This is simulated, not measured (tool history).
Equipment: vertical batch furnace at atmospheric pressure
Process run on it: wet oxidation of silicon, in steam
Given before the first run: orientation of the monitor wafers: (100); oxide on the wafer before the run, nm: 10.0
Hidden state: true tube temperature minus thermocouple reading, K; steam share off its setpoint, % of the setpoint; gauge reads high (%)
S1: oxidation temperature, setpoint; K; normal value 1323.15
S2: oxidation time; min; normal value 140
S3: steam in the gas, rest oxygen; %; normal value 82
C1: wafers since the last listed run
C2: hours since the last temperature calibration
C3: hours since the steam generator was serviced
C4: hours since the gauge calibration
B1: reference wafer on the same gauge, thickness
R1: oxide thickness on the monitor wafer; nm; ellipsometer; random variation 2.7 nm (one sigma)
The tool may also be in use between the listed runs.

run     day       S1     S2  S3    C1      C2      C3     C4      B1      R1
  1       0  1323.15    140  82     0  2695.2  2282.9  260.7   953.1  848.43
  2   2.062  1323.15    140  82   580  2744.7  2332.4  310.2  953.36  841.04
  3     3.7  1323.15    140  82   460    2784  2371.7  349.5  952.92  844.11
  4   5.504  1323.15    140  82   507  2827.3    2415  392.8  952.93  845.23
  5   6.571  1342.15    140  82   300  2852.9  2440.6  418.4  952.91  910.43
  6   8.442  1342.15    140  82   526  2897.8  2485.5  463.3  953.61  912.57
  7  10.271  1306.15    140  82   514  2941.7  2529.4  507.2  953.37  776.19
  8  12.812  1306.15    140  82   715  3002.7  2590.4  568.2  952.24  774.81
     15.842  -- gauge calibrated
     15.904  -- thermocouples replaced and temperature profile calibrated
  9  15.925  1323.15    140  76   594     0.5  2665.1      2   953.2  797.12
 10  17.004  1323.15    140  76   303    26.4    2691   27.9  953.35  802.42
 11  18.329  1323.15    140  89   372    58.2  2722.8   59.7  952.57   876.4
 12  20.708  1323.15    140  89   669   115.3  2779.9  116.8  952.86  872.59
 13  21.812  1323.15   84.5  82   310   141.8  2806.4  143.3  953.02  615.84
 14  23.104  1323.15   84.5  82   363   172.8  2837.4  174.3  953.57  617.55
 15  25.946  1311.15    140  82   799     241  2905.6  242.5   952.7  785.24
 16  27.388  1323.15    140  73   405   275.6  2940.2  277.1  953.18  778.41
     29.379  -- steam generator serviced
 17  29.888  1301.15    140  82   422   335.6    12.2  337.1   952.6  781.15
 18  31.112  1330.15  203.5  90   344     365    41.6  366.5  952.59  1163.9
 19  33.338  1329.15    140  91   626   418.4      95  419.9  953.81  948.76
 20  35.358  1323.15    140  88   568   466.9   143.5  468.4  953.48  904.48
 21  37.629  1304.15    169  85   639   521.4     198  522.9  952.88     906
 22  39.879  1323.15    140  82   633   575.4     252  576.9  952.59  871.29
 23    41.2  1323.15    140  82   371   607.1   283.7  608.6  952.27  872.65
 24  42.883  1340.15     71  91   473   647.5   324.1    649   953.7  670.54
 25  44.683  1323.15    140  72   506   690.7   367.3  692.2   953.1   801.7
     44.696  -- gauge calibrated
 26  50.658  1307.15    140  72  1681   834.1   510.7  143.1  953.07  751.76

Consider 4 possible next runs. They are alternatives, not a sequence: every one starts from the tool as it was left by run 26. What does each give?
  A  50.954  1323.15    140  82  83  841.2  517.8  150.2   ?   ?
  B  50.954  1306.15  158.5  74  83  841.2  517.8  150.2   ?   ?
  C  50.954  1298.15    173  82  83  841.2  517.8  150.2   ?   ?
  D  50.954  1323.15    113  82  83  841.2  517.8  150.2   ?   ?

run      B1      R1
  A  953.44  872.52
  B  953.44  816.86
  C  953.44  878.91
  D  953.44  770.96
Without the tool's unlogged condition, the same runs would have read:
run      R1
  A  876.33
  B  820.51
  C  882.84
  D  774.37
